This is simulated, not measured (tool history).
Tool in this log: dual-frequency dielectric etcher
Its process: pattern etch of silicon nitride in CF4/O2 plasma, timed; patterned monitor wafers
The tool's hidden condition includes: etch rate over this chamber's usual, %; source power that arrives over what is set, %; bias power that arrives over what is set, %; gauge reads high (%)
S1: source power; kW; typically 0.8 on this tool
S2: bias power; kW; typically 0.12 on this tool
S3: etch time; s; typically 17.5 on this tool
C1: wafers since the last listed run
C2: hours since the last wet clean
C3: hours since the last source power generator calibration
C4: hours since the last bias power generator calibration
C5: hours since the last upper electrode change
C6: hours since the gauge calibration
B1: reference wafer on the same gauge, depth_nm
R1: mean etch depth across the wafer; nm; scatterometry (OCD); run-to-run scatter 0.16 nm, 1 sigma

Run 1, hour 0: usual settings; C1 0; C2 240.3; C3 4632.7; C4 2541.6; C5 3145.9; C6 63.4; B1 51.62. Result: R1 46.18 nm.
Run 2, hour 11.9: usual settings; C1 210; C2 252.2; C3 4644.6; C4 2553.5; C5 3157.8; C6 75.3; B1 51.6. Result: R1 46.56 nm.
At hour 43: upper electrode replaced.
Run 3, hour 43.5: usual settings but S2 0.102 kW; C1 134; C2 283.8; C3 4676.2; C4 2585.1; C5 0.5; C6 106.9; B1 51.6. Result: R1 42.91 nm.
Run 4, hour 43.8: usual settings; C1 5; C2 284.1; C3 4676.5; C4 2585.4; C5 0.8; C6 107.2; B1 51.56. Result: R1 46.38 nm.
Run 5, hour 44.1: usual settings; C1 5; C2 284.4; C3 4676.8; C4 2585.7; C5 1.1; C6 107.5; B1 51.63. Result: R1 45.87 nm.
Run 6, hour 46.8: usual settings; C1 47; C2 287.1; C3 4679.5; C4 2588.4; C5 3.8; C6 110.2; B1 51.6. Result: R1 46.14 nm.
Run 7, hour 64.8: usual settings but S1 0.85 kW; C1 318; C2 305.1; C3 4697.5; C4 2606.4; C5 21.8; C6 128.2; B1 51.62. Result: R1 48.46 nm.
Run 8, hour 79.9: usual settings but S1 0.85 kW; C1 267; C2 320.2; C3 4712.6; C4 2621.5; C5 36.9; C6 143.3; B1 51.54. Result: R1 48.29 nm.
Run 9, hour 98.6: usual settings; C1 331; C2 338.9; C3 4731.3; C4 2640.2; C5 55.6; C6 162; B1 51.57. Result: R1 45.7 nm.
Run 10, hour 108.2: usual settings but S1 0.93 kW, S2 0.09 kW, S3 15 s; C1 170; C2 348.5; C3 4740.9; C4 2649.8; C5 65.2; C6 171.6; B1 51.54. Result: R1 39.68 nm.
Run 11, hour 118.9: usual settings but S1 0.85 kW; C1 189; C2 359.2; C3 4751.6; C4 2660.5; C5 75.9; C6 182.3; B1 51.57. Result: R1 48.22 nm.
At hour 124.9: source power generator calibrated.
Run 12, hour 125.6: usual settings but S1 0.69 kW, S3 21 s; C1 47; C2 365.9; C3 0.7; C4 2667.2; C5 82.6; C6 189; B1 51.6. Result: R1 48.54 nm.
Run 13, hour 140.7: usual settings but S1 0.75 kW, S2 0.104 kW, S3 20.5 s; C1 267; C2 381; C3 15.8; C4 2682.3; C5 97.7; C6 204.1; B1 51.66. Result: R1 48.01 nm.
Run 14, hour 156.8: usual settings; C1 285; C2 397.1; C3 31.9; C4 2698.4; C5 113.8; C6 220.2; B1 51.66. Result: R1 45.79 nm.
Run 15, hour 171.5: usual settings but S1 0.88 kW, S2 0.104 kW; C1 260; C2 411.8; C3 46.6; C4 2713.1; C5 128.5; C6 234.9; B1 51.6. Result: R1 47.15 nm.
Run 16, hour 177.7: usual settings; C1 109; C2 418; C3 52.8; C4 2719.3; C5 134.7; C6 241.1; B1 51.64. Result: R1 45.63 nm.
Run 17, hour 192: usual settings but S1 0.96 kW, S2 0.11 kW, S3 22 s; C1 253; C2 432.3; C3 67.1; C4 2733.6; C5 149; C6 255.4; B1 51.59. Result: R1 64.81 nm.
At hour 205.9: bias power generator calibrated.
Run 18, hour 206.4: usual settings but S3 21.5 s; C1 184; C2 446.7; C3 81.5; C4 0.5; C5 163.4; C6 269.8; B1 51.62. Result: R1 56.16 nm.
At hour 208.5: gauge calibrated.
Run 19, hour 222.5: usual settings; C1 285; C2 462.8; C3 97.6; C4 16.6; C5 179.5; C6 14; B1 51.71. Result: R1 45.46 nm.
At hour 253.3: wet clean of the chamber.
Run 20, hour 253.8: usual settings but S1 0.95 kW, S2 0.134 kW, S3 13 s; C1 129; C2 0.5; C3 128.9; C4 47.9; C5 210.8; C6 45.3; B1 51.55. Result: R1 42.12 nm.
Run 21, hour 254.1: usual settings but S1 0.62 kW, S2 0.147 kW, S3 19.5 s; C1 5; C2 0.8; C3 129.2; C4 48.2; C5 211.1; C6 45.6; B1 51.65. Result: R1 45.91 nm.
Run 22, hour 262.7: usual settings but S1 0.99 kW, S3 14 s; C1 152; C2 9.4; C3 137.8; C4 56.8; C5 219.7; C6 54.2; B1 51.63. Result: R1 44.8 nm.
Run 23, hour 270: usual settings but S3 15.5 s; C1 129; C2 16.7; C3 145.1; C4 64.1; C5 227; C6 61.5; B1 51.53. Result: R1 41.43 nm.
Run 24, hour 287.6: usual settings but S1 0.62 kW, S2 0.105 kW, S3 19 s; C1 311; C2 34.3; C3 162.7; C4 81.7; C5 244.6; C6 79.1; B1 51.59. Result: R1 38.61 nm.
Run 25, hour 302.6: usual settings but S1 0.66 kW, S2 0.105 kW, S3 19.5 s; C1 265; C2 49.3; C3 177.7; C4 96.7; C5 259.6; C6 94.1; B1 51.52. Result: R1 41.75 nm.
Run 26, hour 317.1: usual settings; C1 256; C2 63.8; C3 192.2; C4 111.2; C5 274.1; C6 108.6; B1 51.55. Result: R1 46.84 nm.
Run 27, hour 326.5: usual settings but S1 0.94 kW, S3 15 s; C1 166; C2 73.2; C3 201.6; C4 120.6; C5 283.5; C6 118; B1 51.57. Result: R1 45.52 nm.
Run 28, hour 342.8: usual settings but S1 0.71 kW, S3 19 s; C1 288; C2 89.5; C3 217.9; C4 136.9; C5 299.8; C6 134.3; B1 51.6. Result: R1 45.51 nm.
Run 29, hour 355.7: usual settings but S1 0.66 kW, S2 0.095 kW, S3 22 s; C1 228; C2 102.4; C3 230.8; C4 149.8; C5 312.7; C6 147.2; B1 51.55. Result: R1 44.97 nm.
Run 30, hour 367.3: usual settings but S3 19 s; C1 205; C2 114; C3 242.4; C4 161.4; C5 324.3; C6 158.8; B1 51.52. Result: R1 50.23 nm.
Run 31, hour 382.7: usual settings but S2 0.108 kW, S3 21.5 s; C1 272; C2 129.4; C3 257.8; C4 176.8; C5 339.7; C6 174.2; B1 51.65. Result: R1 54.46 nm.

Results for each run, recomputed without the tool's hidden state and with each run's random variation untouched:
run     R1
  1  47.12
  2  47.54
  3  43.92
  4  47.47
  5  46.95
  6  47.23
  7  49.68
  8  49.55
  9  46.96
 10   40.8
 11  49.62
 12  49.98
 13  49.48
 14  47.25
 15   48.7
 16  47.16
 17  67.05
 18  58.16
 19  47.14
 20  42.47
 21  46.28
 22   45.2
 23  41.81
 24  39.02
 25  42.24
 26  47.43
 27  46.13
 28  46.18
 29  45.67
 30  51.05
 31  55.41
